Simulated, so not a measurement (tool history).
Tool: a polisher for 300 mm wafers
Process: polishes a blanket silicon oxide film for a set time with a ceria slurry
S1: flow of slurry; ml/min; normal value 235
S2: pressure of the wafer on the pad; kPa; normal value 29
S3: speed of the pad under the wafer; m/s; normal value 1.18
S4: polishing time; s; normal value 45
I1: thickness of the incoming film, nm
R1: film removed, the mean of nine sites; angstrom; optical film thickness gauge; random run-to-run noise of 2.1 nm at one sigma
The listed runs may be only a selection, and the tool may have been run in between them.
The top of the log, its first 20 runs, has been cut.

| run | day | S1 | S2 | S3 | S4 | I1 | R1 |
|---|---|---|---|---|---|---|---|
| 21 | 60.738 | 235 | 29 | 1.18 | 45 | 944.8 | 2535 |
|  | 62.512 | head pressure recalibrated |
| 22 | 63.492 | 235 | 29 | 0.92 | 30 | 931.8 | 1541 |
| 23 | 66.242 | 235 | 22.8 | 1.18 | 45 | 933.2 | 2244 |
| 24 | 68.933 | 180 | 33.1 | 0.92 | 45 | 930.5 | 2442 |
| 25 | 70.967 | 235 | 29 | 1.18 | 45 | 938.3 | 2708 |
|  | 72.983 | worn pad replaced by a new one |
| 26 | 74.117 | 235 | 29 | 1.18 | 45 | 921.4 | 2634 |
| 27 | 77.858 | 295 | 29 | 1.18 | 45 | 938.6 | 2696 |
| 28 | 79.446 | 165 | 32.4 | 1.18 | 45 | 957.2 | 2715 |
|  | 85.279 | head pressure recalibrated |
| 29 | 92.654 | 235 | 29 | 1.18 | 33 | 923.6 | 1997 |
| 30 | 94.971 | 280 | 22.1 | 1.18 | 51 | 926.8 | 2449 |
|  | 95.033 | slurry nozzle cleaned |
|  | 97.325 | worn pad replaced by a new one |
| 31 | 97.788 | 235 | 29 | 1.46 | 45 | 944.6 | 3126 |
| 32 | 100.958 | 195 | 34.5 | 1.52 | 56 | 935.6 | 4469 |
| 33 | 102.958 | 235 | 29 | 1.18 | 45 | 953.4 | 2605 |
| 34 | 106.962 | 255 | 24.8 | 1.56 | 54 | 938.1 | 3374 |
| 35 | 108.704 | 310 | 35.2 | 1.38 | 52 | 936.2 | 4049 |
| 36 | 110.6 | 235 | 29 | 1.18 | 45 | 933.4 | 2509 |
|  | 113.6 | head pressure recalibrated |
| 37 | 114.012 | 175 | 29 | 1.18 | 29 | 938.5 | 1731 |

Predict each of these 4 candidate next runs independently; none follows another, all start after run 37:
| A | 114.029 | 235 | 29 | 1.18 | 45 | 936.9 | ? |
| B | 114.029 | 265 | 19.3 | 1.58 | 31 | 936.9 | ? |
| C | 114.029 | 190 | 22.8 | 1.48 | 45 | 936.9 | ? |
| D | 114.029 | 165 | 29 | 1.54 | 32 | 936.9 | ? |

| run | R1 |
|---|---|
| A | 2823 |
| B | 1769 |
| C | 2666 |
| D | 2339 |
Without the tool's unlogged condition, the same runs would have read:
| run | R1 |
|---|---|
| A | 2806 |
| B | 1758 |
| C | 2649 |
| D | 2324 |

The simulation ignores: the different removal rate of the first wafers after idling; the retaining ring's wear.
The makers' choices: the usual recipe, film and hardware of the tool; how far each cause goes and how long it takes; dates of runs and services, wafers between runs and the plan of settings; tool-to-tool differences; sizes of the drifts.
